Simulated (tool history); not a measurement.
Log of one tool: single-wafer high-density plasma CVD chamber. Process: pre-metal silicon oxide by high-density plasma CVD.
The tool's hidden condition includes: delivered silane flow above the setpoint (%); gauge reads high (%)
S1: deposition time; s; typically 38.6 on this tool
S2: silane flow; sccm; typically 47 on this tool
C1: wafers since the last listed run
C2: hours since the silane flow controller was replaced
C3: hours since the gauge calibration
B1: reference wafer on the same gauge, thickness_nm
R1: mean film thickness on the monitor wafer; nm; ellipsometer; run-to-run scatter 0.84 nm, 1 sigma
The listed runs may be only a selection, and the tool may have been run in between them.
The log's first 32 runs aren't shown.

{"run": 33, "hour": 2664.1, "S1": 38.6, "S2": 47, "C1": 1267, "C2": 144.8, "C3": 828.9, "B1": 205.971, "R1": 178.101}
{"run": 34, "hour": 2760.2, "S1": 41.0, "S2": 47, "C1": 2731, "C2": 240.9, "C3": 925.0, "B1": 205.904, "R1": 189.763}
{"run": 35, "hour": 2854.7, "S1": 36.0, "S2": 47, "C1": 2685, "C2": 335.4, "C3": 1019.5, "B1": 206.172, "R1": 165.305}
{"run": 36, "hour": 2955.7, "S1": 44.6, "S2": 47, "C1": 2870, "C2": 436.4, "C3": 1120.5, "B1": 205.372, "R1": 205.967}
{"run": 37, "hour": 3016.7, "S1": 33.7, "S2": 39, "C1": 1733, "C2": 497.4, "C3": 1181.5, "B1": 205.94, "R1": 137.494}
{"run": 38, "hour": 3104.0, "S1": 38.6, "S2": 44, "C1": 2481, "C2": 584.7, "C3": 1268.8, "B1": 206.197, "R1": 171.218}
{"run": 39, "hour": 3185.8, "S1": 35.9, "S2": 40, "C1": 2324, "C2": 666.5, "C3": 1350.6, "B1": 205.911, "R1": 149.62}
{"run": 40, "hour": 3241.1, "S1": 38.6, "S2": 47, "C1": 1571, "C2": 721.8, "C3": 1405.9, "B1": 206.105, "R1": 180.808}
{"run": 41, "hour": 3332.7, "S1": 38.6, "S2": 56, "C1": 2603, "C2": 813.4, "C3": 1497.5, "B1": 205.372, "R1": 203.976}
{"run": 42, "hour": 3419.2, "S1": 36.0, "S2": 47, "C1": 2458, "C2": 899.9, "C3": 1584.0, "B1": 205.89, "R1": 167.165}
{"run": 43, "hour": 3512.1, "S1": 34.0, "S2": 47, "C1": 2640, "C2": 992.8, "C3": 1676.9, "B1": 205.485, "R1": 158.082}

Alternative continuations, all from the tool just after run 43; predict every row:
{"run": "A", "hour": 3512.5, "S1": 38.6, "S2": 47, "C1": 11, "C2": 993.2, "C3": 1677.3, "B1": "?", "R1": "?"}
{"run": "B", "hour": 3512.5, "S1": 38.6, "S2": 53, "C1": 11, "C2": 993.2, "C3": 1677.3, "B1": "?", "R1": "?"}
{"run": "C", "hour": 3512.5, "S1": 31.2, "S2": 39, "C1": 11, "C2": 993.2, "C3": 1677.3, "B1": "?", "R1": "?"}

run=A B1=206.031 R1=179.449
run=B B1=206.031 R1=196.053
run=C B1=206.031 R1=127.153
With no hidden state in the tool, these same runs would have given:
run=A R1=176.091
run=B R1=192.383
run=C R1=124.774
